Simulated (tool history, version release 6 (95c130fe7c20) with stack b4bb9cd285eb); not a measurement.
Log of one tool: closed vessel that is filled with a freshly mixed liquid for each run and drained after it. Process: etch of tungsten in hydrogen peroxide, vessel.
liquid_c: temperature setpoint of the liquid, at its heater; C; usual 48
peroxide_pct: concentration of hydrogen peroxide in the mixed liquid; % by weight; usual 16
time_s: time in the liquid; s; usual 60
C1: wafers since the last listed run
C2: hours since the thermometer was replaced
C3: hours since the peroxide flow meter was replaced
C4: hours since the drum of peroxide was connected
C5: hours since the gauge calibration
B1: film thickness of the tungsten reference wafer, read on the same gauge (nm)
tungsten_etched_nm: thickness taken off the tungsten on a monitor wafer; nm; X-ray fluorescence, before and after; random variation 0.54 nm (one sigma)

run 1 hour=0 | liquid_c=48 peroxide_pct=16 time_s=60 | C1=0 C2=2021.2 C3=1645.4 C4=794.9 C5=185.2 | B1=119.97 | tungsten_etched_nm=83.61
run 2 hour=24.3 | liquid_c=48 peroxide_pct=16 time_s=35 | C1=3407 C2=2045.5 C3=1669.7 C4=819.2 C5=209.5 | B1=119.97 | tungsten_etched_nm=48.45
-- hour=53.2 gauge calibrated
run 3 hour=58.6 | liquid_c=48 peroxide_pct=16 time_s=35 | C1=4809 C2=2079.8 C3=1704 C4=853.5 C5=5.4 | B1=120 | tungsten_etched_nm=48.61
run 4 hour=83.8 | liquid_c=54.5 peroxide_pct=16 time_s=60 | C1=3533 C2=2105 C3=1729.2 C4=878.7 C5=30.6 | B1=119.97 | tungsten_etched_nm=123.24
run 5 hour=99.5 | liquid_c=54.5 peroxide_pct=16 time_s=60 | C1=2201 C2=2120.7 C3=1744.9 C4=894.4 C5=46.3 | B1=119.99 | tungsten_etched_nm=123.58
-- hour=130.6 new drum of peroxide connected
run 6 hour=132.1 | liquid_c=54.5 peroxide_pct=16 time_s=60 | C1=4430 C2=2153.3 C3=1777.5 C4=1.5 C5=78.9 | B1=120.05 | tungsten_etched_nm=123.43
run 7 hour=150.4 | liquid_c=43 peroxide_pct=16 time_s=60 | C1=2566 C2=2171.6 C3=1795.8 C4=19.8 C5=97.2 | B1=120.05 | tungsten_etched_nm=60.6
-- hour=168.7 peroxide flow meter replaced
run 8 hour=173.6 | liquid_c=43.5 peroxide_pct=16 time_s=60 | C1=3112 C2=2194.8 C3=4.9 C4=43 C5=120.4 | B1=120.04 | tungsten_etched_nm=62.24
run 9 hour=195.1 | liquid_c=45 peroxide_pct=19 time_s=40 | C1=3014 C2=2216.3 C3=26.4 C4=64.5 C5=141.9 | B1=120 | tungsten_etched_nm=49.7
run 10 hour=224.4 | liquid_c=52.5 peroxide_pct=20 time_s=60 | C1=4108 C2=2245.6 C3=55.7 C4=93.8 C5=171.2 | B1=120.01 | tungsten_etched_nm=122.29
-- hour=253.2 gauge calibrated
run 11 hour=255.6 | liquid_c=48 peroxide_pct=16 time_s=50 | C1=4374 C2=2276.8 C3=86.9 C4=125 C5=2.4 | B1=119.97 | tungsten_etched_nm=68.78
-- hour=259.5 thermometer replaced
run 12 hour=274.4 | liquid_c=48 peroxide_pct=16 time_s=60 | C1=2495 C2=14.9 C3=105.7 C4=143.8 C5=21.2 | B1=120.04 | tungsten_etched_nm=76.65
run 13 hour=302.3 | liquid_c=55.5 peroxide_pct=12.5 time_s=75 | C1=3912 C2=42.8 C3=133.6 C4=171.7 C5=49.1 | B1=120.06 | tungsten_etched_nm=134.92
run 14 hour=330.6 | liquid_c=42.5 peroxide_pct=18 time_s=60 | C1=3968 C2=71.1 C3=161.9 C4=200 C5=77.4 | B1=120.05 | tungsten_etched_nm=57.13
-- hour=350.9 thermometer replaced, repeated, since the last time left the tool worse
run 15 hour=365.1 | liquid_c=48 peroxide_pct=21 time_s=75 | C1=4697 C2=14.2 C3=196.4 C4=234.5 C5=111.9 | B1=120.06 | tungsten_etched_nm=132.71
run 16 hour=383.7 | liquid_c=48 peroxide_pct=16 time_s=60 | C1=2608 C2=32.8 C3=215 C4=253.1 C5=130.5 | B1=119.94 | tungsten_etched_nm=93.36

4 ways to go on from here, each from the tool as it stands after run 16. What would each give?
run A hour=384.4 | liquid_c=48 peroxide_pct=14.5 time_s=60 | C1=98 C2=33.5 C3=215.7 C4=253.8 C5=131.2 | B1=? | tungsten_etched_nm=?
run B hour=384.4 | liquid_c=39.5 peroxide_pct=13.5 time_s=75 | C1=98 C2=33.5 C3=215.7 C4=253.8 C5=131.2 | B1=? | tungsten_etched_nm=?
run C hour=384.4 | liquid_c=57.5 peroxide_pct=18 time_s=60 | C1=98 C2=33.5 C3=215.7 C4=253.8 C5=131.2 | B1=? | tungsten_etched_nm=?
run D hour=384.4 | liquid_c=50.5 peroxide_pct=20.5 time_s=60 | C1=98 C2=33.5 C3=215.7 C4=253.8 C5=131.2 | B1=? | tungsten_etched_nm=?

run=A B1=120 tungsten_etched_nm=88.37
run=B B1=120 tungsten_etched_nm=62.07
run=C B1=120 tungsten_etched_nm=174.32
run=D B1=120 tungsten_etched_nm=122.51
Without the tool's hidden state the same runs would have given:
run=A tungsten_etched_nm=88.81
run=B tungsten_etched_nm=62.4
run=C tungsten_etched_nm=175.14
run=D tungsten_etched_nm=123.11

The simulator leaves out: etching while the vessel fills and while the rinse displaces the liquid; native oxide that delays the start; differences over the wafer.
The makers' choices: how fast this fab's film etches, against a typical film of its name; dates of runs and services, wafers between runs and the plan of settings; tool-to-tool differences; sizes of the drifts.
